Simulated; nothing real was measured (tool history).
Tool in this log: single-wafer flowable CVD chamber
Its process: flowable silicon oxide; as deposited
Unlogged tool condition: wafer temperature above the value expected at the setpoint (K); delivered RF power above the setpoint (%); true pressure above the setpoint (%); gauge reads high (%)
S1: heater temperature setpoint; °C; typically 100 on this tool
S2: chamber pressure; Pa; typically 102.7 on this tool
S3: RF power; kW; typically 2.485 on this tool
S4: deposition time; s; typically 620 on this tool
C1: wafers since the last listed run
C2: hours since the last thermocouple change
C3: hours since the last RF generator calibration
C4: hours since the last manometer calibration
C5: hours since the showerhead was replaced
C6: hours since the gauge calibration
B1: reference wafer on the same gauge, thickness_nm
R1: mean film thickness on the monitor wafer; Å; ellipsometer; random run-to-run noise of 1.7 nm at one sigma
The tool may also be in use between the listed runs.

run   hour   S1     S2     S3   S4   C1     C2      C3      C4      C5     C6       B1       R1
  1      0  100  102.7  2.485  563    0  935.2    1465  2987.7  3350.9  319.7  384.794  3362.31
  2   12.9  100  102.7  2.485  563   38  948.1  1477.9  3000.6  3363.8  332.6  384.304  3350.62
  3   23.2  100  102.7  2.485  620   30  958.4  1488.2  3010.9  3374.1  342.9  384.205  3723.43
  4   39.1  100  102.7  2.485  620   47  974.3  1504.1  3026.8    3390  358.8  385.649  3725.88
      54.9  -- thermocouple changed; heater temperature recalibrated
  5   55.4  100    122  2.485  620   24    0.5  1520.4  3043.1  3406.3  375.1  385.009  4389.09
      63.5  -- RF generator calibrated
  6     64  100  102.7  2.485  620    1    9.1     0.5  3051.7  3414.9  383.7  385.501  3697.89
  7    112  100  102.7  2.485  620  142   57.1    48.5  3099.7  3462.9  431.7  384.174  3684.37
     119.3  -- gauge calibrated
  8  122.7  100  102.7  2.485  620   31   67.8    59.2  3110.4  3473.6    3.4  385.127  3685.63
  9    140  100  102.7  2.485  620   51   85.1    76.5  3127.7  3490.9   20.7  384.632  3668.84
 10  152.2  100    116  2.185  620   36   97.3    88.7  3139.9  3503.1   32.9  384.067  4131.02
 11  168.9   90   95.5   1.99  620   49    114   105.4  3156.6  3519.8   49.6  384.992  4471.74
     186.6  -- capacitance manometer re-zeroed and calibrated
 12  187.1   90   95.5   1.99  620   30  132.2   123.6     0.5    3538   67.8  384.874  4427.36
     199.1  -- showerhead replaced
 13  201.5  110  102.7  2.485  689   18  146.6     138    14.9     2.4   82.2  385.692   3062.7
 14  214.5  100  102.7   2.97  620   38  159.6     151    27.9    15.4   95.2  384.952  3800.78
 15  223.6  100  102.7  2.485  620   26  168.7   160.1      37    24.5  104.3  385.259  3690.82
 16  239.3  100  102.7  2.485  535   46  184.4   175.8    52.7    40.2    120  385.361  3181.73
 17  257.1  112   94.9  2.485  538   52  202.2   193.6    70.5      58  137.8   385.26  2098.04
 18  275.1  100  126.1  2.335  698   53  220.2   211.6    88.5      76  155.8  384.938  5057.46
 19  282.3  100  102.7  2.485  620   21  227.4   218.8    95.7    83.2    163  384.696  3671.18
 20  289.1  100  102.7  2.485  524   20  234.2   225.6   102.5      90  169.8  385.347  3127.18
 21  304.8  100  102.7  2.485  662   46  249.9   241.3   118.2   105.7  185.5  384.688  3937.75
 22  313.8  108   90.5   2.84  675   26  258.9   250.3   127.2   114.7  194.5  384.773  2836.61
 23  329.2  100  102.7  2.485  620   45  274.3   265.7   142.6   130.1  209.9  384.854  3699.72
 24  336.1  106    110   2.63  569   20  281.2   272.6   149.5     137  216.8  385.166  3068.97
 25  350.4  100   77.9  2.485  548   42  295.5   286.9   163.8   151.3  231.1  385.456  2486.77
 26  361.8  100  102.7  2.485  620   33  306.9   298.3   175.2   162.7  242.5   384.78  3693.02
 27  390.5  107  102.7  2.015  620   85  335.6     327   203.9   191.4  271.2  385.147  2907.53
 28  405.3  105  102.7  2.485  566   43  350.4   341.8   218.7   206.2    286  385.554  2915.42
 29  413.9   96  102.7  2.485  548   25    359   350.4   227.3   214.8  294.6  384.985  3685.29

Alternative continuations, all from the tool just after run 29; predict every row:
  A  414.5  100  102.7  2.485  620   1  359.6  351  227.9  215.4  295.2   ?   ?
  B  414.5  107   95.1  2.485  559   1  359.6  351  227.9  215.4  295.2   ?   ?
  C  414.5   93  112.7  2.485  496   1  359.6  351  227.9  215.4  295.2   ?   ?

run       B1       R1
  A  385.294  3684.26
  B  385.294  2501.67
  C  385.294  3958.03
The same runs, with their run-to-run variation unchanged, on a tool lacking any hidden condition would have given:
run       R1
  A  3684.26
  B  2501.67
  C  3958.03
